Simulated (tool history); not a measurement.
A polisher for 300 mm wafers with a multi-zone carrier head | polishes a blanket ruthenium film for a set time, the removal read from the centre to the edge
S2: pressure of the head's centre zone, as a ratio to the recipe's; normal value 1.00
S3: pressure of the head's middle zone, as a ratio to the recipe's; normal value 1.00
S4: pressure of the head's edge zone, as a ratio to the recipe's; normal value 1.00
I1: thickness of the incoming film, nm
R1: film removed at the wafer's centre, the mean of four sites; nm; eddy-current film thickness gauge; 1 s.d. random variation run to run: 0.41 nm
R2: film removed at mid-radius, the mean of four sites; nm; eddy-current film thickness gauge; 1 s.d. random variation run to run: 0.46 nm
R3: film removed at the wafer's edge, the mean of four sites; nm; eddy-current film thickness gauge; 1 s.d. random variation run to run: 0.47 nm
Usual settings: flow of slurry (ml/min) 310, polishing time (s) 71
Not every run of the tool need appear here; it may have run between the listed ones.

run 1 hour=0.0 | flow_of_slurry_(ml/min)=310 S2=1.00 S3=1.00 S4=1.00 polishing_time_(s)=71 | I1=264.1 | R1=53.9 R2=52.1 R3=52.0
run 2 hour=10.2 | flow_of_slurry_(ml/min)=310 S2=1.00 S3=1.00 S4=1.00 polishing_time_(s)=71 | I1=271.2 | R1=53.6 R2=51.7 R3=51.4
-- hour=15.9 worn pad replaced by a new one
run 3 hour=25.7 | flow_of_slurry_(ml/min)=310 S2=1.00 S3=1.00 S4=0.93 polishing_time_(s)=71 | I1=273.6 | R1=54.0 R2=51.5 R3=51.0
run 4 hour=40.2 | flow_of_slurry_(ml/min)=310 S2=1.00 S3=1.00 S4=0.93 polishing_time_(s)=71 | I1=273.2 | R1=53.5 R2=52.0 R3=50.8
run 5 hour=53.0 | flow_of_slurry_(ml/min)=310 S2=1.00 S3=1.00 S4=1.00 polishing_time_(s)=71 | I1=269.7 | R1=53.6 R2=51.3 R3=51.5
run 6 hour=63.8 | flow_of_slurry_(ml/min)=310 S2=1.00 S3=1.00 S4=1.00 polishing_time_(s)=71 | I1=273.3 | R1=53.4 R2=51.6 R3=52.2
-- hour=72.8 worn pad replaced by a new one
run 7 hour=79.5 | flow_of_slurry_(ml/min)=310 S2=1.00 S3=1.00 S4=1.00 polishing_time_(s)=71 | I1=271.0 | R1=53.5 R2=51.3 R3=51.7
-- hour=85.1 slurry nozzle cleaned
-- hour=90.8 centre zone pressure recalibrated
run 8 hour=96.5 | flow_of_slurry_(ml/min)=310 S2=1.00 S3=1.00 S4=1.00 polishing_time_(s)=71 | I1=267.2 | R1=56.5 R2=53.9 R3=54.4
-- hour=112.2 edge zone pressure recalibrated
run 9 hour=114.5 | flow_of_slurry_(ml/min)=310 S2=0.91 S3=0.97 S4=0.91 polishing_time_(s)=56 | I1=268.6 | R1=42.1 R2=42.5 R3=41.8
-- hour=127.3 carrier head's membrane replaced by a new one
run 10 hour=127.8 | flow_of_slurry_(ml/min)=310 S2=1.00 S3=1.00 S4=1.00 polishing_time_(s)=49 | I1=275.0 | R1=39.2 R2=37.9 R3=37.5
-- hour=134.9 worn pad replaced by a new one
run 11 hour=142.4 | flow_of_slurry_(ml/min)=310 S2=1.00 S3=0.93 S4=1.00 polishing_time_(s)=71 | I1=271.6 | R1=56.9 R2=51.8 R3=54.0
run 12 hour=152.7 | flow_of_slurry_(ml/min)=310 S2=0.97 S3=1.05 S4=1.00 polishing_time_(s)=71 | I1=270.6 | R1=55.5 R2=55.8 R3=53.2
run 13 hour=160.0 | flow_of_slurry_(ml/min)=310 S2=1.00 S3=1.00 S4=1.09 polishing_time_(s)=71 | I1=265.7 | R1=56.2 R2=53.2 R3=55.6

Predict the results of run 14:
run 14 hour=174.3 | flow_of_slurry_(ml/min)=310 S2=1.00 S3=0.92 S4=1.00 polishing_time_(s)=71 | I1=271.8 | R1=? R2=? R3=?

{"run 14": {"R1": 56.3, "R2": 50.7, "R3": 54.4}}
Take away the tool's hidden state, keep the run-to-run variation as it was, and the same run would have given R1 56.6 nm, R2 51.0 nm, R3 54.7 nm.
